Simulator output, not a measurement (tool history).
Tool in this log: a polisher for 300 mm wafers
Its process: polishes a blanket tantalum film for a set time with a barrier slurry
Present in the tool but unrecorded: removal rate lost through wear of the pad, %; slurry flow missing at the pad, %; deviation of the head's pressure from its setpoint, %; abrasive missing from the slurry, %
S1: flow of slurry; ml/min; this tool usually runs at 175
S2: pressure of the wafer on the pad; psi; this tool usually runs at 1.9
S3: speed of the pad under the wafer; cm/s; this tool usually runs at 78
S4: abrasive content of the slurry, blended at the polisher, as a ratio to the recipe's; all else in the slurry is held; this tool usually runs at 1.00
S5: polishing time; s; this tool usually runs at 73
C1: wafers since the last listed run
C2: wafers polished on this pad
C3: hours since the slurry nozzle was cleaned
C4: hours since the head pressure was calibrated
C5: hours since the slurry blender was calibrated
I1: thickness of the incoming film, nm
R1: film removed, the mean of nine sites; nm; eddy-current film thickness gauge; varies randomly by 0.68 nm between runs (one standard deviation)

| run | hour | S1 | S2 | S3 | S4 | S5 | C1 | C2 | C3 | C4 | C5 | I1 | R1 |
|---|---|---|---|---|---|---|---|---|---|---|---|---|---|
| 1 | 0.0 | 175 | 1.9 | 78 | 1.00 | 73 | 0 | 5068 | 613.2 | 124.3 | 151.2 | 280.9 | 88.7 |
|  | 50.2 | worn pad replaced by a new one |
| 2 | 50.7 | 175 | 1.9 | 78 | 1.00 | 73 | 608 | 6 | 663.9 | 175.0 | 201.9 | 278.2 | 88.5 |
| 3 | 128.8 | 175 | 1.9 | 78 | 1.00 | 73 | 1018 | 1024 | 742.0 | 253.1 | 280.0 | 278.3 | 87.6 |
| 4 | 174.1 | 175 | 1.4 | 78 | 1.00 | 85 | 590 | 1615 | 787.3 | 298.4 | 325.3 | 278.5 | 74.3 |
|  | 212.6 | slurry nozzle cleaned |
| 5 | 228.7 | 175 | 1.9 | 78 | 1.00 | 73 | 698 | 2314 | 16.1 | 353.0 | 379.9 | 281.9 | 87.3 |
|  | 276.9 | slurry blender recalibrated |
| 6 | 330.3 | 175 | 1.9 | 78 | 1.00 | 73 | 1298 | 3613 | 117.7 | 454.6 | 53.4 | 280.5 | 88.1 |
| 7 | 428.4 | 175 | 1.9 | 78 | 1.00 | 73 | 1279 | 4892 | 215.8 | 552.7 | 151.5 | 275.0 | 89.0 |
|  | 490.6 | worn pad replaced by a new one |
| 8 | 506.7 | 175 | 1.9 | 78 | 1.00 | 73 | 968 | 209 | 294.1 | 631.0 | 229.8 | 281.8 | 86.8 |
| 9 | 595.5 | 175 | 1.9 | 78 | 1.00 | 73 | 1158 | 1367 | 382.9 | 719.8 | 318.6 | 278.8 | 88.7 |
|  | 613.0 | slurry blender recalibrated |
| 10 | 694.5 | 175 | 1.9 | 78 | 1.00 | 73 | 1264 | 2632 | 481.9 | 818.8 | 81.5 | 278.7 | 86.7 |
| 11 | 739.6 | 175 | 1.9 | 78 | 1.00 | 73 | 588 | 3220 | 527.0 | 863.9 | 126.6 | 281.4 | 88.3 |
| 12 | 786.1 | 175 | 1.9 | 78 | 1.00 | 73 | 606 | 3827 | 573.5 | 910.4 | 173.1 | 278.3 | 86.9 |
| 13 | 892.9 | 175 | 1.9 | 78 | 1.00 | 60 | 1392 | 5219 | 680.3 | 1017.2 | 279.9 | 280.1 | 72.2 |
|  | 908.4 | worn pad replaced by a new one |
| 14 | 963.4 | 175 | 1.9 | 78 | 1.00 | 73 | 867 | 716 | 750.8 | 1087.7 | 350.4 | 283.6 | 88.0 |
| 15 | 1016.0 | 175 | 1.4 | 58 | 1.15 | 50 | 685 | 1402 | 803.4 | 1140.3 | 403.0 | 276.4 | 36.7 |
|  | 1027.9 | slurry blender recalibrated |
| 16 | 1119.4 | 230 | 1.9 | 78 | 1.00 | 73 | 1322 | 2724 | 906.8 | 1243.7 | 91.5 | 275.0 | 90.3 |
|  | 1164.6 | slurry nozzle cleaned |
| 17 | 1166.8 | 120 | 1.9 | 100 | 0.80 | 73 | 605 | 3329 | 2.2 | 1291.1 | 138.9 | 281.6 | 90.0 |
| 18 | 1238.3 | 175 | 1.9 | 78 | 0.85 | 56 | 932 | 4262 | 73.7 | 1362.6 | 210.4 | 283.2 | 63.2 |
|  | 1347.6 | worn pad replaced by a new one |
|  | 1352.2 | head pressure recalibrated |
|  | 1414.4 | slurry blender recalibrated |
| 19 | 1449.8 | 175 | 1.9 | 106 | 1.00 | 73 | 2653 | 1280 | 285.2 | 97.6 | 35.4 | 282.5 | 113.0 |
| 20 | 1533.5 | 175 | 1.9 | 78 | 0.85 | 56 | 1091 | 2372 | 368.9 | 181.3 | 119.1 | 279.4 | 62.5 |
| 21 | 1579.1 | 175 | 1.9 | 78 | 1.00 | 73 | 594 | 2967 | 414.5 | 226.9 | 164.7 | 282.6 | 86.5 |
| 22 | 1683.3 | 175 | 1.9 | 78 | 1.00 | 73 | 1358 | 4325 | 518.7 | 331.1 | 268.9 | 286.5 | 88.2 |
|  | 1741.3 | worn pad replaced by a new one |
| 23 | 1741.8 | 175 | 1.4 | 78 | 1.00 | 73 | 710 | 7 | 577.2 | 389.6 | 327.4 | 276.7 | 63.3 |
|  | 1775.9 | slurry blender recalibrated |
| 24 | 1850.5 | 235 | 1.9 | 78 | 1.25 | 73 | 1391 | 1398 | 685.9 | 498.3 | 74.6 | 283.0 | 97.6 |
| 25 | 1899.8 | 175 | 1.9 | 78 | 1.25 | 65 | 642 | 2041 | 735.2 | 547.6 | 123.9 | 281.6 | 83.7 |
| 26 | 1961.0 | 175 | 1.9 | 78 | 1.00 | 62 | 798 | 2839 | 796.4 | 608.8 | 185.1 | 282.3 | 73.8 |

Below are 3 alternative next runs, each starting from the tool's condition after run 26. Predict each:
| A | 1961.4 | 175 | 1.9 | 88 | 1.00 | 73 | 5 | 2844 | 796.8 | 609.2 | 185.5 | 281.3 | ? |
| B | 1961.4 | 175 | 1.6 | 78 | 1.00 | 59 | 5 | 2844 | 796.8 | 609.2 | 185.5 | 281.3 | ? |
| C | 1961.4 | 175 | 1.9 | 78 | 1.00 | 61 | 5 | 2844 | 796.8 | 609.2 | 185.5 | 281.3 | ? |

| run | R1 |
|---|---|
| A | 98.1 |
| B | 60.5 |
| C | 74.2 |
Stripped of hidden state, with their random variation kept, the same runs would have yielded:
| run | R1 |
|---|---|
| A | 98.1 |
| B | 60.5 |
| C | 74.2 |

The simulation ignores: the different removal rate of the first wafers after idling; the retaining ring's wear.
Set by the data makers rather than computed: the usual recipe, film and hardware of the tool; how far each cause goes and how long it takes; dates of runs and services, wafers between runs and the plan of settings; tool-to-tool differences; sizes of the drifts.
